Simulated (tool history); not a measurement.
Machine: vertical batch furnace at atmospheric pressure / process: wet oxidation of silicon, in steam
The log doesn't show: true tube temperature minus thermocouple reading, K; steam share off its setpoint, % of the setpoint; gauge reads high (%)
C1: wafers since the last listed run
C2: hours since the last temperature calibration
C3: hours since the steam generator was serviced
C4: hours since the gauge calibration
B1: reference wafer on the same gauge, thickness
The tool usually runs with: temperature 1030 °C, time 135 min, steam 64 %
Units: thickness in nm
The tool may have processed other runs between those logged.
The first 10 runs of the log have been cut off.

Run 11, hour 437.5: usual settings but time 93.5 min; C1 263; C2 1535.5; C3 40; C4 2288.3; B1 551.61. Result: thickness 473.71 nm.
Run 12, hour 498.4: usual settings but time 93.5 min; C1 406; C2 1596.4; C3 100.9; C4 2349.2; B1 552. Result: thickness 472.67 nm.
At hour 623.2: gauge calibrated.
Run 13, hour 682.5: usual settings; C1 1228; C2 1780.5; C3 285; C4 59.3; B1 551.73. Result: thickness 588.6 nm.
Run 14, hour 753.3: usual settings; C1 472; C2 1851.3; C3 355.8; C4 130.1; B1 552.22. Result: thickness 590.8 nm.
Run 15, hour 819.6: usual settings but temperature 1048 °C; C1 442; C2 1917.6; C3 422.1; C4 196.4; B1 553. Result: thickness 639.28 nm.
Run 16, hour 852.9: usual settings but temperature 1013 °C; C1 222; C2 1950.9; C3 455.4; C4 229.7; B1 552.15. Result: thickness 536 nm.
Run 17, hour 889.9: usual settings but temperature 1017 °C, time 173 min, steam 67 %; C1 246; C2 1987.9; C3 492.4; C4 266.7; B1 552.12. Result: thickness 653.1 nm.
Run 18, hour 953: usual settings but time 91 min, steam 56 %; C1 421; C2 2051; C3 555.5; C4 329.8; B1 552.31. Result: thickness 426.71 nm.
Run 19, hour 999.1: usual settings but time 165 min, steam 73 %; C1 307; C2 2097.1; C3 601.6; C4 375.9; B1 552.12. Result: thickness 713.75 nm.
Run 20, hour 1037: usual settings; C1 252; C2 2135; C3 639.5; C4 413.8; B1 552.83. Result: thickness 584.75 nm.
Run 21, hour 1067.7: usual settings but temperature 1011 °C, time 112.5 min, steam 76 %; C1 204; C2 2165.7; C3 670.2; C4 444.5; B1 551.36. Result: thickness 525.35 nm.
Run 22, hour 1094.3: usual settings but temperature 1036 °C, time 97 min, steam 68 %; C1 177; C2 2192.3; C3 696.8; C4 471.1; B1 551.95. Result: thickness 513.63 nm.

For run 23, what comes out?
Run 23, hour 1120.2: usual settings but time 177 min; C1 172; C2 2218.2; C3 722.7; C4 497; B1 ?. Result: thickness ?.

{"run 23": {"B1": 552.22, "thickness": 689.67}}
Had the tool carried no hidden state, the very same run would have given thickness 697.99 nm.
